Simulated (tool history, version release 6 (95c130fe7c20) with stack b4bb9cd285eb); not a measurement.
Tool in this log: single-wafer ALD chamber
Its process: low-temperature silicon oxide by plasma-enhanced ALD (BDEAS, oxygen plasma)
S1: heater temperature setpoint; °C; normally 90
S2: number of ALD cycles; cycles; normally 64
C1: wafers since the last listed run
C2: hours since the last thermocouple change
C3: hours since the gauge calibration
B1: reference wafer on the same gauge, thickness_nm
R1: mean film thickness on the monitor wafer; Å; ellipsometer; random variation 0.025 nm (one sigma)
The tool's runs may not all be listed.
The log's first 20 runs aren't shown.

run    hour   S1  S2   C1      C2     C3     B1      R1
 21   953.4   77  60  151  2051.6  688.5   8.04   93.27
 22   996.3   90  54  209  2094.5  731.4  8.036   80.14
 23  1056.1   90  52  291  2154.3  791.2  8.033   77.21
 24  1092.9  101  64  179  2191.1    828  8.037   92.76
       1114  -- thermocouple changed; heater temperature recalibrated
 25  1122.7   96  58  106     8.7  857.8  8.046   86.62
 26  1174.5   90  64  252    60.5  909.6  8.041   96.86
     1193.9  -- gauge calibrated
 27  1212.8   90  64  186    98.8   18.9  8.039   97.01
 28  1268.3   79  59  270   154.3   74.4  8.033   92.73
 29  1338.2   96  64  341   224.2  144.3  8.032   94.69
 30  1377.9   78  53  193   263.9    184   8.04   83.02
 31    1448   99  75  342     334  254.1  8.029  109.35
 32  1513.6   94  75  320   399.6  319.7  8.035  111.33
 33  1540.5   90  64  131   426.5  346.6  8.042   96.09
 34  1602.3   79  64  301   488.3  408.4  8.033   99.67

Consider 3 possible next runs. They are alternatives, not a sequence: every one starts from the tool as it was left by run 34. What does each give?
  A  1602.8  90  69   2  488.8  408.9   ?   ?
  B  1602.8  98  64   2  488.8  408.9   ?   ?
  C  1602.8  90  76   2  488.8  408.9   ?   ?

run     B1      R1
  A  8.042  103.75
  B  8.042   93.79
  C  8.042  114.27
What these runs would have given with no unlogged condition in the tool:
run      R1
  A  104.93
  B   94.75
  C  115.57
